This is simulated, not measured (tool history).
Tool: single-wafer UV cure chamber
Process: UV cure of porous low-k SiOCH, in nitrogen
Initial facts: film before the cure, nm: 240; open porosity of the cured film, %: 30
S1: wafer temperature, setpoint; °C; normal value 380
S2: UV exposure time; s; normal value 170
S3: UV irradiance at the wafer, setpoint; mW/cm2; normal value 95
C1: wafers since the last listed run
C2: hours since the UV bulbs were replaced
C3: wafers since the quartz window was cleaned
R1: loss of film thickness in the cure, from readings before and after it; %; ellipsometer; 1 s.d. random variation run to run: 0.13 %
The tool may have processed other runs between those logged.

run,hour,S1,S2,S3,C1,C2,C3,R1
1,0.0,380,170,95,0,1567.1,4207,12.224
2,39.2,367,170,114,315,1606.3,4523,12.575
# hour 86.0: quartz window cleaned
3,98.2,367,170,114,410,1665.3,98,12.783
4,148.5,380,170,95,404,1715.6,502,12.087
5,246.3,368,170,95,786,1813.4,1289,11.687
6,295.2,368,170,95,393,1862.3,1682,11.888
7,372.5,380,170,95,621,1939.6,2304,11.805
8,427.5,364,170,95,442,1994.6,2746,11.405
9,487.5,374,205,105,482,2054.6,3228,13.169
# hour 635.5: quartz window cleaned
# hour 711.9: UV bulbs replaced
10,729.3,380,265,95,1815,17.4,689,15.392
11,778.7,395,225,72,397,66.8,1086,13.601
12,846.3,380,170,95,543,134.4,1630,12.899
13,952.6,380,170,95,854,240.7,2485,13.226
14,1018.5,369,205,63,529,306.6,3015,11.704

Each row is a separate what-if for the run after 14, all from the same tool condition, not one after another. Results?
A,1018.9,380,170,95,3,307.0,3018,?
B,1018.9,380,170,108,3,307.0,3018,?
C,1018.9,392,170,65,3,307.0,3018,?
D,1018.9,371,205,132,3,307.0,3018,?
E,1018.9,380,125,116,3,307.0,3018,?

run,R1
A,13.184
B,13.888
C,11.397
D,15.854
E,12.598
What these runs would have given with no unlogged condition in the tool:
run,R1
A,13.437
B,14.143
C,11.644
D,16.118
E,12.849

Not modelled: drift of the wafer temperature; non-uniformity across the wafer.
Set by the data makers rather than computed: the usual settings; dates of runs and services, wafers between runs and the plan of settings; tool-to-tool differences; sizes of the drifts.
